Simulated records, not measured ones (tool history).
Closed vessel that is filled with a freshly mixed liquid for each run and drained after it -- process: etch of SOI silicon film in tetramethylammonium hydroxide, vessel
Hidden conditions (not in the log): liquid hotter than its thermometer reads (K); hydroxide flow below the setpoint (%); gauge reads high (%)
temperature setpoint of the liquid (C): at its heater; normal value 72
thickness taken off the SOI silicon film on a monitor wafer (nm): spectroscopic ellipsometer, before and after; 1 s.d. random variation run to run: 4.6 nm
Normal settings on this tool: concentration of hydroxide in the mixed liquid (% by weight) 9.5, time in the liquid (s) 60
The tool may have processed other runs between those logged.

run,hour,temperature setpoint of the liquid (C),concentration of hydroxide in the mixed liquid (% by weight),time in the liquid (s),wafers since the last listed run,hours since the thermometer was replaced,hours since the hydroxide flow meter was replaced,hours since the gauge calibration,"read-back film thickness of the SOI silicon film reference wafer, read on the same gauge (nm)",thickness taken off the SOI silicon film on a monitor wafer (nm)
1,0,72,9.5,50,0,1713,198.8,346.5,50,449.24
2,50.2,72,9.5,50,4839,1763.2,249,396.7,49.98,439.33
3,76.9,72,9.5,60,2573,1789.9,275.7,423.4,49.97,543.74
4,139,72,9.5,60,5986,1852,337.8,485.5,49.99,544.31
5,167.5,72,9.5,60,2747,1880.5,366.3,514,50.01,547.08
6,214.7,72,9.5,60,4550,1927.7,413.5,561.2,50.01,537.69
# hour 286.8: gauge calibrated
7,291.3,72,9.5,60,7384,2004.3,490.1,4.5,50.01,558.9
8,341.8,72,9.5,60,4868,2054.8,540.6,55,49.99,546.64
9,434.4,77.5,9.5,30,8926,2147.4,633.2,147.6,49.95,373.84
# hour 459.8: hydroxide flow meter replaced
10,476.2,72,9.5,60,3933,2189.2,16.4,189.4,50.01,550.19
# hour 518.1: thermometer replaced
11,530.3,72,9.5,60,5118,12.2,70.5,243.5,50,481.7
12,584.1,72,8.5,35,5186,66,124.3,297.3,49.97,294.22
13,627.2,69.5,12.5,45,4154,109.1,167.4,340.4,50,284.77

Run 14 is up next; what results do you expect?
14,691.9,69.5,12.5,45,6237,173.8,232.1,405.1,?,?

Run 14 measured read-back film thickness of the SOI silicon film reference wafer, read on the same gauge (nm) 49.97, thickness taken off the SOI silicon film on a monitor wafer (nm) 287.35.
Without the tool's hidden state the same run would have given thickness taken off the SOI silicon film on a monitor wafer (nm) 276.58.
